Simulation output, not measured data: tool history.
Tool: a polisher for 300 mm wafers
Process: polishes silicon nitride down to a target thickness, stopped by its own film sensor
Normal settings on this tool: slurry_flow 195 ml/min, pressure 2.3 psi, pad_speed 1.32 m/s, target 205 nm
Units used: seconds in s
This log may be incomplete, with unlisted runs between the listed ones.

run    hour  slurry_flow  pressure  pad_speed  target  incoming thickness of the incoming film, nm  seconds
  1       0          195       2.3       1.32     205                                        389.4    123.8
  2   100.1          195       2.3       1.32     205                                        391.5    129.5
      141.7  -- worn pad replaced by a new one
  3     159          195       2.3       1.32     205                                        392.9      130
  4   249.4          195       2.3       1.32     205                                        386.7    124.7
  5   335.5          195       2.3       1.32     205                                        388.8    130.2
  6   400.8          195       2.5       1.32     205                                        387.1    120.7
      415.3  -- head pressure recalibrated
  7   506.2          215       1.8       1.32     205                                        385.6    166.2
      549.2  -- worn pad replaced by a new one
  8   549.7          170       2.3       1.32     205                                        390.4    136.3
  9   616.6          170       2.3       1.32     205                                        389.2    137.2
 10   683.5          145       2.3       1.32     205                                        385.7    139.5
        700  -- slurry nozzle cleaned
 11   751.8          195       2.3       1.32     205                                        398.8    132.7
 12     816          195       2.3       1.32     205                                        390.1    128.6
 13   863.2          195       2.3       1.32     205                                        385.5    128.2
      916.9  -- worn pad replaced by a new one
 14   927.5          195       2.6       1.32     148                                        395.9    151.3
 15  1023.9          195       2.6       1.32     205                                          390    113.7
     1046.6  -- head pressure recalibrated
 16  1069.6          195       2.3       1.32     175                                        396.9    153.3
     1270.9  -- worn pad replaced by a new one
 17  1293.9          195       2.3       1.32     205                                        394.4    136.6
     1336.3  -- slurry nozzle cleaned
 18  1379.7          195       2.6       1.32     234                                        385.3     92.3
 19  1478.2          195       1.7       1.32     235                                        387.9    142.9
 20    1524          195       2.3       1.32     149                                        391.5    170.9
 21  1627.3          195       2.3       1.32     205                                        393.8    129.4
     1679.7  -- worn pad replaced by a new one
 22  1718.2          195       2.3       0.98     205                                        391.6    167.5
       1792  -- head pressure recalibrated
 23  1797.6          195       2.3       1.32     205                                        391.9    130.3
 24  1902.8          195       2.3       1.32     205                                        393.4    136.8
 25  1938.8          195       2.3       1.32     205                                        386.8    133.5
 26  1981.6          195       2.3       1.32     232                                        386.7    110.6
     2016.2  -- slurry nozzle cleaned
 27  2033.8          220       2.6       1.32     205                                        394.8    114.3

Below, each run's measurement less what the same run would have read without the hidden state. Both values contain the same run-to-run variation, but the gauge's scatter may not be the same in both:
Hidden conditions of the tool in this case: removal rate lost through wear of the pad, %; slurry flow missing at the pad, %; deviation of the head's pressure from its setpoint, %.
run  seconds
  1     +0.9
  2     +1.8
  3     +2.4
  4     +3.2
  5     +4.3
  6     +4.6
  7     +7.5
  8     +7.9
  9     +9.1
 10    +11.6
 11     +0.8
 12     +1.2
 13     +1.7
 14     +2.7
 15     +2.8
 16     +4.3
 17     +6.7
 18       +1
 19     +2.5
 20     +3.5
 21     +3.7
 22     +6.1
 23     +5.8
 24     +7.5
 25       +8
 26     +7.1
 27     +0.1
